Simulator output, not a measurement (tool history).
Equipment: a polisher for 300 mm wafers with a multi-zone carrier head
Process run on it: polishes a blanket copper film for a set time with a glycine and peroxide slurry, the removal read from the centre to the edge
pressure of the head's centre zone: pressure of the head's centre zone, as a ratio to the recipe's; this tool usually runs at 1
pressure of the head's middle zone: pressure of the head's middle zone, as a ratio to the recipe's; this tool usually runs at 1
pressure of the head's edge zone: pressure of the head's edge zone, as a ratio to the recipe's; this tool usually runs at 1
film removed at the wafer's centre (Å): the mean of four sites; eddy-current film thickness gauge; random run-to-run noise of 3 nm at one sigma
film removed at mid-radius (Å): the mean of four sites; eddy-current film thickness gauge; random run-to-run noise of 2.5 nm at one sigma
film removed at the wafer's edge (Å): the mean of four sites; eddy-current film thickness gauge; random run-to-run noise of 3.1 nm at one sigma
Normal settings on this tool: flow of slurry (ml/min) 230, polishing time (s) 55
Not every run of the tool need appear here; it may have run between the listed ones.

run	hour	flow of slurry (ml/min)	pressure of the head's centre zone	pressure of the head's middle zone	pressure of the head's edge zone	polishing time (s)	incoming thickness of the incoming film, nm	film removed at the wafer's centre (Å)	film removed at mid-radius (Å)	film removed at the wafer's edge (Å)
1	0	230	1	1	1	55	1750.2	2621	2575	2558
2	59	230	1	1	1	55	1703	2563	2532	2449
3	117.4	230	1	1	1	55	1717.6	2452	2410	2396
# hour 209.5: slurry nozzle cleaned
# hour 222.9: worn pad replaced by a new one
4	227.8	230	1	1	1	55	1718.9	2559	2590	2548
5	258.4	230	1	1	1	55	1724.6	2537	2531	2536
6	285.1	230	1	1	1	55	1762.4	2457	2497	2453
7	319.8	230	1	1	1	55	1720	2404	2455	2430
# hour 357.4: carrier head's membrane replaced by a new one
# hour 363.2: edge zone pressure recalibrated
8	364.1	230	1	1	1	55	1744.8	2360	2472	2382
9	396.8	230	1	1	1	55	1733.5	2302	2387	2401
# hour 398.5: slurry nozzle cleaned
# hour 412.7: worn pad replaced by a new one
10	434.2	175	1	1	1	55	1711.4	2377	2477	2484
11	493.1	230	1.07	1	1	62	1733.9	2820	2718	2810
12	534.5	160	1	1	1.12	41	1763.9	1609	1763	1839
13	593.8	190	1	1	0.92	55	1764.4	2113	2349	2292
# hour 612.3: centre zone pressure recalibrated
# hour 625.5: slurry nozzle cleaned
# hour 641.1: worn pad replaced by a new one
14	656.5	230	1	1	1	55	1775.4	2628	2562	2548
15	695.9	230	1	0.96	1	55	1752.3	2524	2464	2437
16	747.2	205	1	1	1	55	1767.8	2456	2406	2433
17	810.7	185	1	1	0.92	55	1762.3	2357	2301	2265
# hour 851.9: worn pad replaced by a new one
18	852.4	275	0.94	1	0.9	55	1768.1	2443	2618	2452
# hour 869.8: slurry nozzle cleaned
19	910.3	230	1	1	1	55	1752.4	2477	2530	2541
20	973.7	275	1	1.09	0.92	48	1765.1	2120	2243	2073
21	1006.3	230	1	1	1	55	1753.5	2376	2414	2416

Branching from run 21: 5 alternative next runs. What would each branch give?
A	1006.7	230	1	1	1	55	1713.3	?	?	?
B	1006.7	230	1	1	1.11	55	1713.3	?	?	?
C	1006.7	230	1	1	1	39	1713.3	?	?	?
D	1006.7	230	1	1.04	1	71	1713.3	?	?	?
E	1006.7	230	1	1	0.93	45	1713.3	?	?	?

run	film removed at the wafer's centre (Å)	film removed at mid-radius (Å)	film removed at the wafer's edge (Å)
A	2316	2407	2386
B	2316	2407	2475
C	1642	1707	1692
D	2991	3179	3079
E	1895	1970	1906
What these runs would have given with no unlogged condition in the tool:
run	film removed at the wafer's centre (Å)	film removed at mid-radius (Å)	film removed at the wafer's edge (Å)
A	2611	2576	2553
B	2611	2575	2649
C	1852	1826	1811
D	3371	3401	3295
E	2136	2107	2039
